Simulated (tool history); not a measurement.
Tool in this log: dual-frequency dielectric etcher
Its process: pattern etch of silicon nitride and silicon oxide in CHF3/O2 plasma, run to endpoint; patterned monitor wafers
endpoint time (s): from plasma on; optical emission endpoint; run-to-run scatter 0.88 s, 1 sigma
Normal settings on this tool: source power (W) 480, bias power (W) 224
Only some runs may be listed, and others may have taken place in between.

run	day	source power (W)	bias power (W)	wafers since the last listed run	hours since the last wet clean	hours since the last source power generator calibration	hours since the last bias power generator calibration	hours since the last upper electrode change	incoming incoming film thickness, nm	endpoint time (s)
1	0	480	245	0	249.8	3461.3	2612.7	1328.8	246.2	167.1
# day 6.521: wet clean of the chamber
2	6.858	480	245	1098	8.1	3625.9	2777.3	1493.4	244.4	171.5
3	8.012	480	224	216	35.8	3653.6	2805	1521.1	246.2	176.2
4	9.454	480	224	270	70.4	3688.2	2839.6	1555.7	244.5	174.2
5	11.658	480	224	413	123.3	3741.1	2892.5	1608.6	245.3	176
6	13.838	480	224	408	175.6	3793.4	2944.8	1660.9	243.7	175.4
7	15.962	480	224	398	226.6	3844.4	2995.8	1711.9	245.6	177.4
# day 17.771: upper electrode replaced
8	18.683	480	224	322	291.9	3909.7	3061.1	21.9	244	178.7
9	20.067	480	200	259	325.1	3942.9	3094.3	55.1	245.4	183.5
# day 21.975: wet clean of the chamber, repeated, since the last time left the tool worse
10	22.925	480	224	348	22.8	4011.5	3162.9	123.7	242.6	165.1
11	25.221	480	224	430	77.9	4066.6	3218	178.8	246.7	169.4
12	26.658	480	224	269	112.4	4101.1	3252.5	213.3	243.6	166.1
13	29.592	480	224	550	182.8	4171.5	3322.9	283.7	245.6	168.4
14	31.7	560	224	395	233.4	4222.1	3373.5	334.3	243.8	158.4
15	33.392	520	251	317	274	4262.7	3414.1	374.9	244.3	159.3
16	35.054	590	224	311	313.9	4302.6	3454	414.8	244.9	155.7
17	37.246	410	224	411	366.5	4355.2	3506.6	467.4	245.8	182.9
18	39.325	520	253	389	416.4	4405.1	3556.5	517.3	245.4	162.3
19	41.05	550	264	323	457.8	4446.5	3597.9	558.7	245.7	157.4
# day 42.188: wet clean of the chamber
# day 44.021: bias power generator calibrated
20	44.042	480	224	342	44.5	4518.3	0.5	630.5	245.5	167.2
21	46.262	480	224	416	97.8	4571.6	53.8	683.8	245.7	168
22	48.183	550	169	360	143.9	4617.7	99.9	729.9	243.3	168.7
# day 50.062: source power generator calibrated
23	50.267	480	197	359	193.9	4.9	149.9	779.9	244	171.2
24	52.662	570	195	449	251.4	62.4	207.4	837.4	241.5	160.5
25	55.217	430	195	479	312.7	123.7	268.7	898.7	245.3	184.3
26	56.625	440	276	264	346.5	157.5	302.5	932.5	246.4	168.2
27	59.308	550	183	503	410.9	221.9	366.9	996.9	243.1	167.9
28	61.221	480	224	358	456.8	267.8	412.8	1042.8	239.2	167.9
# day 63.229: wet clean of the chamber
29	63.958	590	259	325	17.5	333.5	478.5	1108.5	246.4	149.1
30	65.612	410	271	310	57.2	373.2	518.2	1148.2	245	170.3
31	68.262	480	224	497	120.8	436.8	581.8	1211.8	244.5	167.2
32	71.129	580	224	537	189.6	505.6	650.6	1280.6	243.4	154.8
33	74.083	480	269	554	260.5	576.5	721.5	1351.5	246.4	163.2
34	75.567	360	197	278	296.1	612.1	757.1	1387.1	244.4	197.1
35	77.729	480	224	405	348	664	809	1439	243	167.5
36	79.45	480	224	322	389.3	705.3	850.3	1480.3	243.4	168.7

Across each entry between runs, compare the hidden state at the last listed run before it with the hidden state at the first listed run after it:
In the gap between runs 1 and 2: wet clean of the chamber (day 6.521)
  etch rate over this chamber's usual, %: -1.67 -> -4.65
  what was measured, less what the result would be without the hidden state, endpoint time (s): +2.8 -> +8
In the gap between runs 7 and 8: upper electrode replaced (day 17.771)
  etch rate over this chamber's usual, %: -6.04 -> -6.45
  what was measured, less what the result would be without the hidden state, endpoint time (s): +10.7 -> +11.5
In the gap between runs 9 and 10: wet clean of the chamber, repeated, since the last time left the tool worse (day 21.975)
  etch rate over this chamber's usual, %: -6.66 -> -0.166
  what was measured, less what the result would be without the hidden state, endpoint time (s): +12.3 -> +0.3
In the gap between runs 19 and 20: wet clean of the chamber (day 42.188); bias power generator calibrated (day 44.021)
  etch rate over this chamber's usual, %: -2.92 -> -0.0945
  what was measured, less what the result would be without the hidden state, endpoint time (s): +4.6 -> +0.1
In the gap between runs 22 and 23: source power generator calibrated (day 50.062)
  etch rate over this chamber's usual, %: -0.724 -> -1.04
  what was measured, less what the result would be without the hidden state, endpoint time (s): +1.3 -> +1.8
In the gap between runs 28 and 29: wet clean of the chamber (day 63.229)
  etch rate over this chamber's usual, %: -2.7 -> 0.0569
  what was measured, less what the result would be without the hidden state, endpoint time (s): +4.6 -> -0.1

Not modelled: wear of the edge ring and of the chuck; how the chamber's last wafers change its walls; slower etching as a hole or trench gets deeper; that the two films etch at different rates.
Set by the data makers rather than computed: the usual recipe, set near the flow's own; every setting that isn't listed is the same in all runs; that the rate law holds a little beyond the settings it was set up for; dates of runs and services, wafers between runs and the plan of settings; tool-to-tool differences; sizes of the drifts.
